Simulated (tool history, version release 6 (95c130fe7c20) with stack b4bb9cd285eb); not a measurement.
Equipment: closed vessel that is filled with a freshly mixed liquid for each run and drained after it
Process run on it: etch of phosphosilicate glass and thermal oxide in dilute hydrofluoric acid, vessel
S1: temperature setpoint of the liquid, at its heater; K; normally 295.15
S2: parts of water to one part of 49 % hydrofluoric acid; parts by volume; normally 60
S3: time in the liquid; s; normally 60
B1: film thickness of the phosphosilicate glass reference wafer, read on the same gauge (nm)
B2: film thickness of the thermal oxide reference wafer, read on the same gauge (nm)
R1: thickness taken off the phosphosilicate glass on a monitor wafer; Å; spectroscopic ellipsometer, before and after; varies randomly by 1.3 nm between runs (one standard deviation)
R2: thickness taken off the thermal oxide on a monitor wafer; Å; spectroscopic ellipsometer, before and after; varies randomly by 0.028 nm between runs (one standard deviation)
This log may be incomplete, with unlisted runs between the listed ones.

{"run": 1, "hour": 0.0, "S1": 295.15, "S2": 60, "S3": 60, "B1": 80.02, "B2": 120.002, "R1": 1349.9, "R2": 45.2}
{"run": 2, "hour": 62.7, "S1": 295.15, "S2": 60, "S3": 60, "B1": 79.98, "B2": 120.013, "R1": 1329.5, "R2": 44.49}
{"run": 3, "hour": 128.2, "S1": 295.15, "S2": 60, "S3": 60, "B1": 79.98, "B2": 119.977, "R1": 1339.7, "R2": 43.93}
{"run": 4, "hour": 404.0, "S1": 295.15, "S2": 60, "S3": 70, "B1": 79.98, "B2": 119.987, "R1": 1545.8, "R2": 50.88}
{"run": 5, "hour": 483.1, "S1": 292.65, "S2": 60, "S3": 60, "B1": 79.97, "B2": 119.998, "R1": 1168.9, "R2": 38.37}
{"run": 6, "hour": 590.1, "S1": 295.15, "S2": 60, "S3": 60, "B1": 80.03, "B2": 120.008, "R1": 1295.7, "R2": 42.6}
{"hour": 612.4, "done": "hydrofluoric acid flow meter replaced"}
{"run": 7, "hour": 695.0, "S1": 295.15, "S2": 60, "S3": 60, "B1": 80, "B2": 120.023, "R1": 1283.2, "R2": 42.09}
{"hour": 756.5, "done": "gauge calibrated"}
{"run": 8, "hour": 790.1, "S1": 295.15, "S2": 50, "S3": 60, "B1": 79.96, "B2": 120.037, "R1": 1534.1, "R2": 50.95}
{"run": 9, "hour": 847.9, "S1": 295.15, "S2": 60, "S3": 60, "B1": 80, "B2": 120, "R1": 1273.7, "R2": 41.95}
{"run": 10, "hour": 890.6, "S1": 295.15, "S2": 60, "S3": 60, "B1": 80, "B2": 119.992, "R1": 1246.7, "R2": 41.64}
{"run": 11, "hour": 966.6, "S1": 293.15, "S2": 60, "S3": 60, "B1": 80.01, "B2": 119.999, "R1": 1151.9, "R2": 37.76}
{"hour": 1005.5, "done": "thermometer replaced"}
{"run": 12, "hour": 1028.3, "S1": 291.65, "S2": 80, "S3": 75, "B1": 79.99, "B2": 120, "R1": 1095.1, "R2": 36.34}
{"run": 13, "hour": 1143.1, "S1": 293.65, "S2": 30, "S3": 60, "B1": 80.02, "B2": 119.984, "R1": 2670.2, "R2": 87.55}
{"hour": 1216.4, "done": "hydrofluoric acid flow meter replaced"}
{"run": 14, "hour": 1234.9, "S1": 295.15, "S2": 45, "S3": 40, "B1": 79.99, "B2": 120.014, "R1": 1209.1, "R2": 40.8}
{"run": 15, "hour": 1330.1, "S1": 297.65, "S2": 85, "S3": 60, "B1": 80.03, "B2": 120.004, "R1": 1026.6, "R2": 33.73}
{"run": 16, "hour": 1369.9, "S1": 295.15, "S2": 45, "S3": 60, "B1": 80.01, "B2": 119.988, "R1": 1809.4, "R2": 60.12}
{"run": 17, "hour": 1459.6, "S1": 292.65, "S2": 80, "S3": 45, "B1": 80.06, "B2": 119.994, "R1": 660, "R2": 21.64}
{"run": 18, "hour": 1535.3, "S1": 291.65, "S2": 60, "S3": 70, "B1": 80, "B2": 120.01, "R1": 1322.3, "R2": 44.01}
{"run": 19, "hour": 1598.4, "S1": 299.65, "S2": 60, "S3": 60, "B1": 80.05, "B2": 119.99, "R1": 1595, "R2": 52.65}
{"run": 20, "hour": 1667.4, "S1": 295.15, "S2": 35, "S3": 60, "B1": 79.98, "B2": 120.01, "R1": 2309.7, "R2": 76.02}
{"run": 21, "hour": 1738.4, "S1": 297.15, "S2": 60, "S3": 60, "B1": 79.97, "B2": 120.02, "R1": 1424.3, "R2": 46.34}
{"run": 22, "hour": 1824.4, "S1": 295.15, "S2": 40, "S3": 60, "B1": 80.01, "B2": 119.988, "R1": 2008.7, "R2": 64.96}
{"run": 23, "hour": 1904.2, "S1": 295.15, "S2": 60, "S3": 40, "B1": 80.01, "B2": 120.024, "R1": 856.5, "R2": 28.55}
{"run": 24, "hour": 1945.1, "S1": 297.65, "S2": 60, "S3": 60, "B1": 80.03, "B2": 120.007, "R1": 1426.9, "R2": 46.98}
{"hour": 1953.7, "done": "hydrofluoric acid flow meter replaced"}
{"run": 25, "hour": 2056.5, "S1": 298.15, "S2": 40, "S3": 80, "B1": 79.98, "B2": 120, "R1": 2978.3, "R2": 97.53}
{"run": 26, "hour": 2099.8, "S1": 295.15, "S2": 60, "S3": 90, "B1": 80.03, "B2": 120.001, "R1": 1926.8, "R2": 62.28}

Forecast each of these 3 alternatives for the next run:
{"run": "A", "hour": 2100.5, "S1": 295.15, "S2": 60, "S3": 80, "B1": "?", "B2": "?", "R1": "?", "R2": "?"}
{"run": "B", "hour": 2100.5, "S1": 293.15, "S2": 60, "S3": 75, "B1": "?", "B2": "?", "R1": "?", "R2": "?"}
{"run": "C", "hour": 2100.5, "S1": 299.65, "S2": 45, "S3": 60, "B1": "?", "B2": "?", "R1": "?", "R2": "?"}

run=A B1=79.97 B2=120.009 R1=1690 R2=56.48
run=B B1=79.97 B2=120.009 R1=1455.1 R2=48.63
run=C B1=79.97 B2=120.009 R1=2077.8 R2=69.45
Take away the tool's hidden state, keep each run's random variation, and the runs would have read:
run=A R1=1849.2 R2=61.8
run=B R1=1594.4 R2=53.29
run=C R1=2268.7 R2=75.83
